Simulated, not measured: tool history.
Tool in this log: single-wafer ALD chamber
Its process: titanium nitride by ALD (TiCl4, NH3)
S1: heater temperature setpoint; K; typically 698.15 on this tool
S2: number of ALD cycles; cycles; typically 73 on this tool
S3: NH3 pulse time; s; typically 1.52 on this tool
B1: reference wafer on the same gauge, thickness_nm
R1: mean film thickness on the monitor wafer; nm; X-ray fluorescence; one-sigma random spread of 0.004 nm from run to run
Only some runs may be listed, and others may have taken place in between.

Run 1, hour 0.0: usual settings but S3 1.17 s; B1 1.671. Result: R1 1.603 nm.
Run 2, hour 323.4: usual settings but S3 1.17 s; B1 1.675. Result: R1 1.607 nm.
Run 3, hour 422.0: usual settings but S1 702.15 K, S3 1.86 s; B1 1.676. Result: R1 1.621 nm.
Run 4, hour 510.2: usual settings but S3 1.11 s; B1 1.677. Result: R1 1.600 nm.
Run 5, hour 582.1: usual settings but S3 1.11 s; B1 1.677. Result: R1 1.603 nm.
Run 6, hour 771.3: usual settings but S3 1.11 s; B1 1.679. Result: R1 1.604 nm.
Run 7, hour 831.2: usual settings; B1 1.679. Result: R1 1.620 nm.
Run 8, hour 932.2: usual settings; B1 1.679. Result: R1 1.620 nm.
Run 9, hour 1029.5: usual settings but S1 695.15 K; B1 1.681. Result: R1 1.615 nm.
Run 10, hour 1095.8: usual settings but S1 695.15 K; B1 1.681. Result: R1 1.621 nm.
Run 11, hour 1149.0: usual settings but S1 695.15 K; B1 1.680. Result: R1 1.617 nm.
At hour 1185.2: showerhead replaced.
Run 12, hour 1248.6: usual settings but S3 1.30 s; B1 1.681. Result: R1 1.618 nm.
Run 13, hour 1305.4: usual settings; B1 1.682. Result: R1 1.623 nm.
Run 14, hour 1380.8: usual settings; B1 1.682. Result: R1 1.622 nm.
Run 15, hour 1478.2: usual settings; B1 1.683. Result: R1 1.633 nm.
At hour 1526.9: thermocouple changed; heater temperature recalibrated.
Run 16, hour 1538.0: usual settings; B1 1.683. Result: R1 1.629 nm.
Run 17, hour 1624.0: usual settings; B1 1.683. Result: R1 1.616 nm.
Run 18, hour 1728.7: usual settings but S1 692.15 K, S2 81 cycles, S3 2.10 s; B1 1.684. Result: R1 1.814 nm.
Run 19, hour 1840.3: usual settings but S2 64 cycles, S3 1.80 s; B1 1.684. Result: R1 1.429 nm.
Run 20, hour 1882.7: usual settings; B1 1.684. Result: R1 1.626 nm.
Run 21, hour 1988.1: usual settings but S1 707.15 K; B1 1.684. Result: R1 1.623 nm.
At hour 2050.4: gauge calibrated.
Run 22, hour 2092.9: usual settings but S1 711.15 K, S2 64 cycles, S3 1.28 s; B1 1.648. Result: R1 1.392 nm.
Run 23, hour 2152.3: usual settings; B1 1.649. Result: R1 1.597 nm.
Run 24, hour 2203.8: usual settings but S1 693.15 K, S2 84 cycles, S3 1.18 s; B1 1.651. Result: R1 1.807 nm.
Run 25, hour 2264.3: usual settings but S2 83 cycles, S3 1.32 s; B1 1.653. Result: R1 1.811 nm.
Run 26, hour 2342.6: usual settings but S1 693.15 K, S2 79 cycles; B1 1.655. Result: R1 1.722 nm.
Run 27, hour 2421.9: usual settings but S2 81 cycles, S3 2.01 s; B1 1.657. Result: R1 1.791 nm.
Run 28, hour 2520.2: usual settings but S1 688.15 K, S2 59 cycles; B1 1.660. Result: R1 1.292 nm.
Run 29, hour 2603.0: usual settings but S1 683.15 K, S2 85 cycles, S3 1.97 s; B1 1.662. Result: R1 1.863 nm.
Run 30, hour 2644.3: usual settings but S1 706.15 K, S2 78 cycles, S3 1.31 s; B1 1.662. Result: R1 1.708 nm.
Run 31, hour 2695.9: usual settings; B1 1.662. Result: R1 1.607 nm.
Run 32, hour 2766.1: usual settings but S2 79 cycles; B1 1.664. Result: R1 1.735 nm.
Run 33, hour 2844.6: usual settings but S1 685.15 K, S2 81 cycles, S3 1.90 s; B1 1.664. Result: R1 1.790 nm.
Run 34, hour 2944.1: usual settings but S1 707.15 K, S2 63 cycles; B1 1.666. Result: R1 1.393 nm.

Here are 5 independent what-if runs from the current tool condition. What would each one return?
Run A, hour 2944.7: usual settings; B1 ?. Result: R1 ?.
Run B, hour 2944.7: usual settings but S1 692.15 K, S3 1.88 s; B1 ?. Result: R1 ?.
Run C, hour 2944.7: usual settings but S1 692.15 K, S2 83 cycles, S3 1.29 s; B1 ?. Result: R1 ?.
Run D, hour 2944.7: usual settings but S2 86 cycles; B1 ?. Result: R1 ?.
Run E, hour 2944.7: usual settings but S1 694.15 K, S3 1.70 s; B1 ?. Result: R1 ?.

run     B1     R1
  A  1.667  1.614
  B  1.667  1.620
  C  1.667  1.821
  D  1.667  1.901
  E  1.667  1.616
With the hidden condition removed and each run's random variation left untouched, the same runs would have given:
run     R1
  A  1.598
  B  1.603
  C  1.803
  D  1.882
  E  1.600

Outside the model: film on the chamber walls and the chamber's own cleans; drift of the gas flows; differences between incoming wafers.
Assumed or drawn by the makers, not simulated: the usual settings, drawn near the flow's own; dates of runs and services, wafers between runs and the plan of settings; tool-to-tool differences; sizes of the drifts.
